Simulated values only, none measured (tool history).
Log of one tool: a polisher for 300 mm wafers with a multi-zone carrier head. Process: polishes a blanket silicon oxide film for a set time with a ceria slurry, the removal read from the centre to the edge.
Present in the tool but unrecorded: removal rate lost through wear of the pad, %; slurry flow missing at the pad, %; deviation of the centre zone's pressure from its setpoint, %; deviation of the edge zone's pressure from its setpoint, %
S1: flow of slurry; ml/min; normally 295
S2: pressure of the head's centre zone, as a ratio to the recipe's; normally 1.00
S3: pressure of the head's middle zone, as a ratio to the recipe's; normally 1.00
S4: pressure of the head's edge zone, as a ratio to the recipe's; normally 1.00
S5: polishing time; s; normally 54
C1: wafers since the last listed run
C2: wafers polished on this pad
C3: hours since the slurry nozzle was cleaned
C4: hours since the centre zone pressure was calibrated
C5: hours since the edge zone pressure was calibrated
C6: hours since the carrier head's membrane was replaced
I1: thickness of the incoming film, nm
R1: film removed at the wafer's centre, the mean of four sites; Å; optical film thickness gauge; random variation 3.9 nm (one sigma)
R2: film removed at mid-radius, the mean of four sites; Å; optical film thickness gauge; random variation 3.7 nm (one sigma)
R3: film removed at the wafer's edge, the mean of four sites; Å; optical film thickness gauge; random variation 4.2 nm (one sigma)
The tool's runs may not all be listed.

run 1 day=0.000 | S1=295 S2=1.00 S3=1.00 S4=1.00 S5=68 | C1=0 C2=1549 C3=883.6 C4=37.1 C5=790.0 C6=321.8 | I1=1865.5 | R1=3551 R2=3571 R3=3588
run 2 day=1.875 | S1=295 S2=1.00 S3=1.00 S4=1.00 S5=68 | C1=414 C2=1964 C3=928.6 C4=82.1 C5=835.0 C6=366.8 | I1=1913.1 | R1=3514 R2=3576 R3=3405
-- day=2.642 slurry nozzle cleaned
run 3 day=4.083 | S1=295 S2=1.00 S3=1.00 S4=1.00 S5=68 | C1=479 C2=2444 C3=34.6 C4=135.1 C5=888.0 C6=419.8 | I1=1848.5 | R1=3637 R2=3622 R3=3529
-- day=5.992 worn pad replaced by a new one, of another model than before
run 4 day=6.025 | S1=295 S2=1.00 S3=1.00 S4=0.92 S5=54 | C1=392 C2=7 C3=81.2 C4=181.7 C5=934.6 C6=466.4 | I1=1883.7 | R1=2841 R2=2886 R3=2745
run 5 day=8.492 | S1=295 S2=1.00 S3=1.00 S4=1.00 S5=54 | C1=545 C2=553 C3=140.4 C4=240.9 C5=993.8 C6=525.6 | I1=1867.2 | R1=2760 R2=2917 R3=2746
-- day=9.546 carrier head's membrane replaced by a new one
run 6 day=9.567 | S1=295 S2=1.00 S3=1.00 S4=0.92 S5=54 | C1=191 C2=745 C3=166.2 C4=266.7 C5=1019.6 C6=0.5 | I1=1891.0 | R1=2884 R2=2812 R3=2733
run 7 day=12.538 | S1=295 S2=0.93 S3=1.00 S4=1.00 S5=39 | C1=657 C2=1402 C3=237.5 C4=338.0 C5=1090.9 C6=71.8 | I1=1875.1 | R1=1905 R2=2039 R3=2067
run 8 day=14.958 | S1=200 S2=0.91 S3=1.00 S4=1.00 S5=54 | C1=535 C2=1938 C3=295.6 C4=396.1 C5=1149.0 C6=129.9 | I1=1863.0 | R1=2530 R2=2863 R3=2779
run 9 day=16.717 | S1=225 S2=1.00 S3=1.00 S4=1.12 S5=54 | C1=389 C2=2327 C3=337.8 C4=438.3 C5=1191.2 C6=172.1 | I1=1855.7 | R1=2907 R2=2814 R3=2895
-- day=18.146 worn pad replaced by a new one
-- day=18.217 edge zone pressure recalibrated
run 10 day=18.238 | S1=200 S2=0.89 S3=1.09 S4=0.90 S5=54 | C1=283 C2=4 C3=374.3 C4=474.8 C5=0.5 C6=208.6 | I1=1854.1 | R1=2610 R2=2984 R3=2666
run 11 day=19.717 | S1=390 S2=0.94 S3=1.05 S4=1.04 S5=54 | C1=327 C2=331 C3=409.8 C4=510.3 C5=36.0 C6=244.1 | I1=1908.1 | R1=2793 R2=2965 R3=2848
run 12 day=21.971 | S1=385 S2=1.12 S3=1.00 S4=1.00 S5=62 | C1=498 C2=830 C3=463.9 C4=564.4 C5=90.1 C6=298.2 | I1=1882.4 | R1=3796 R2=3356 R3=3300

Run 13 is up next; what results do you expect?
run 13 day=24.775 | S1=295 S2=0.95 S3=1.11 S4=1.00 S5=62 | C1=620 C2=1450 C3=531.2 C4=631.7 C5=157.4 C6=365.5 | I1=1871.1 | R1=? R2=? R3=?

{"run 13": {"R1": 3317, "R2": 3657, "R3": 3164}}
With no hidden state in the tool, this same run would have given R1 3130 Å, R2 3658 Å, R3 3164 Å.

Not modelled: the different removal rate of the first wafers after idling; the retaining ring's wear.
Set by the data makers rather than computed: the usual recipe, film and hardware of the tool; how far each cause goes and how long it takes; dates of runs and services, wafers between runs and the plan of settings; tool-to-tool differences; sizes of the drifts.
